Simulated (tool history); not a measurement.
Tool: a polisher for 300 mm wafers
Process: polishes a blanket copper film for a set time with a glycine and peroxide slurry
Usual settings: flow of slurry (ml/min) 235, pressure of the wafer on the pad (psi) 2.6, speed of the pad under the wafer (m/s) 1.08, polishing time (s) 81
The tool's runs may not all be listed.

run    hour  flow of slurry (ml/min)  pressure of the wafer on the pad (psi)  speed of the pad under the wafer (m/s)  polishing time (s)  incoming thickness of the incoming film, nm  film removed (angstrom)
  1       0                      235                                     2.6                                    1.08                  81                                       1979.4                     3944
  2      42                      235                                     2.6                                    1.08                  81                                       1984.1                     3932
  3   107.6                      235                                     3.2                                    1.08                  81                                       1945.3                     4601
  4   179.2                      235                                     3.2                                    1.08                  81                                       1989.5                     4476
  5   204.5                      235                                     2.6                                    1.08                  81                                       1999.9                     3772
  6   268.5                      235                                     2.6                                    1.08                  81                                       1964.5                     3643
  7   330.1                      235                                     2.6                                    1.08                  81                                       1964.1                     3682
  8   391.4                      235                                     2.6                                    1.08                  81                                       1961.3                     3577
  9   457.3                      235                                     2.6                                    1.08                  81                                       1962.4                     3566
 10   492.9                      235                                     2.6                                    1.08                  81                                       1984.1                     3953
 11   553.7                      235                                     2.6                                    1.08                  81                                       1981.6                     3884
 12   621.6                      235                                     2.6                                    1.08                  81                                         1947                     3833
 13   658.8                      235                                     2.6                                    1.08                  81                                       1980.8                     3719
 14   700.5                      235                                     2.6                                    1.08                  81                                       2013.5                     3798
 15   756.8                      235                                     3.4                                    1.36                  81                                       1982.1                     5876
 16   798.7                      235                                     2.6                                    1.08                  81                                       1984.9                     3714
 17   845.8                      235                                     2.6                                    1.08                  81                                       1939.2                     3684
 18     901                      235                                     2.6                                    1.08                  81                                       1993.7                     3628
 19  1021.9                      195                                       3                                    1.08                 104                                       2019.7                     5273
 20  1195.4                      235                                     2.8                                    1.08                  81                                       1960.6                     4031
 21  1231.2                      235                                     2.6                                    1.32                  57                                       1959.3                     3137
 22  1271.3                      305                                     2.1                                     1.4                  81                                       1981.6                     4092
 23  1324.4                      235                                     1.9                                    1.44                  81                                       1990.8                     3634
 24  1365.3                      235                                     2.6                                    1.08                  81                                       1963.2                     3739
 25  1399.3                      235                                     2.2                                    1.22                 106                                       2012.2                     4624
 26  1437.9                      235                                     3.1                                    1.08                  96                                       1955.9                     4986
 27  1509.8                      235                                     2.6                                    0.78                  81                                       1979.6                     2847
 28  1558.3                      195                                     1.9                                    0.92                  97                                       1988.6                     3130
 29  1622.8                      235                                     1.9                                    1.08                  81                                       1987.5                     2978
 30  1654.8                      235                                     2.6                                    1.08                  81                                       1983.2                     3785
 31  1711.4                      210                                       3                                    1.18                  97                                         1985                     5444
 32  1761.8                      235                                     2.6                                    1.08                  65                                       1982.7                     2996
 33  1817.7                      235                                     1.8                                    1.08                  81                                       1964.6                     2757
 34  1846.9                      180                                     2.9                                    0.76                  81                                       1985.5                     2919
 35  1891.2                      290                                     3.3                                    1.34                 100                                       1970.9                     7063
 36    1952                      235                                     2.6                                     1.4                  63                                       1983.5                     3547
 37  2008.4                      235                                     2.6                                    1.08                  81                                       2003.1                     3731
 38  2051.2                      180                                     2.6                                    1.08                  81                                         1977                     3502

Taken out of this log: 11 entries between the listed runs. Where each belongs, and how the hidden state differs across it:
Between runs 2 and 3: head pressure recalibrated (hour 97.3)
  removal rate lost through wear of the pad, %: 1.09 -> 1.51; slurry flow missing at the pad, %: 9.22 -> 15.5
  measured less the result without the state, film removed (angstrom): -94 -> -179
Between runs 9 and 10: worn pad replaced by a new one (hour 463.4); slurry nozzle cleaned (hour 488.7)
  removal rate lost through wear of the pad, %: 6.1 -> 0.311; slurry flow missing at the pad, %: 27.2 -> 5.3
  measured less the result without the state, film removed (angstrom): -415 -> -39
Between runs 12 and 13: head pressure recalibrated (hour 626.1)
  removal rate lost through wear of the pad, %: 0.702 -> 0.915; slurry flow missing at the pad, %: 19.5 -> 22
  measured less the result without the state, film removed (angstrom): -146 -> -169
Between runs 18 and 19: slurry nozzle cleaned (hour 976.8)
  removal rate lost through wear of the pad, %: 3.39 -> 5.34; slurry flow missing at the pad, %: 29.7 -> 9.88
  measured less the result without the state, film removed (angstrom): -334 -> -390
Between runs 19 and 20: worn pad replaced by a new one (hour 1050.8)
  removal rate lost through wear of the pad, %: 5.34 -> 1.11; slurry flow missing at the pad, %: 9.88 -> 23.4
  measured less the result without the state, film removed (angstrom): -390 -> -205
Between runs 21 and 22: head pressure recalibrated (hour 1265)
  removal rate lost through wear of the pad, %: 1.3 -> 1.56; slurry flow missing at the pad, %: 24.8 -> 26.1
  measured less the result without the state, film removed (angstrom): -176 -> -209
Between runs 26 and 27: slurry nozzle cleaned (hour 1454.2)
  removal rate lost through wear of the pad, %: 3.2 -> 4.18; slurry flow missing at the pad, %: 29.2 -> 10.2
  measured less the result without the state, film removed (angstrom): -441 -> -166
Between runs 27 and 28: worn pad replaced by a new one (hour 1543)
  removal rate lost through wear of the pad, %: 4.18 -> 0.271; slurry flow missing at the pad, %: 10.2 -> 15.1
  measured less the result without the state, film removed (angstrom): -166 -> -94
Between runs 35 and 36: head pressure recalibrated (hour 1896.5)
  removal rate lost through wear of the pad, %: 2.23 -> 2.97; slurry flow missing at the pad, %: 28 -> 28.7
  measured less the result without the state, film removed (angstrom): -452 -> -299
Between runs 36 and 37: slurry nozzle cleaned (hour 1954.1)
  removal rate lost through wear of the pad, %: 2.97 -> 3.77; slurry flow missing at the pad, %: 28.7 -> 14.5
  measured less the result without the state, film removed (angstrom): -299 -> -229
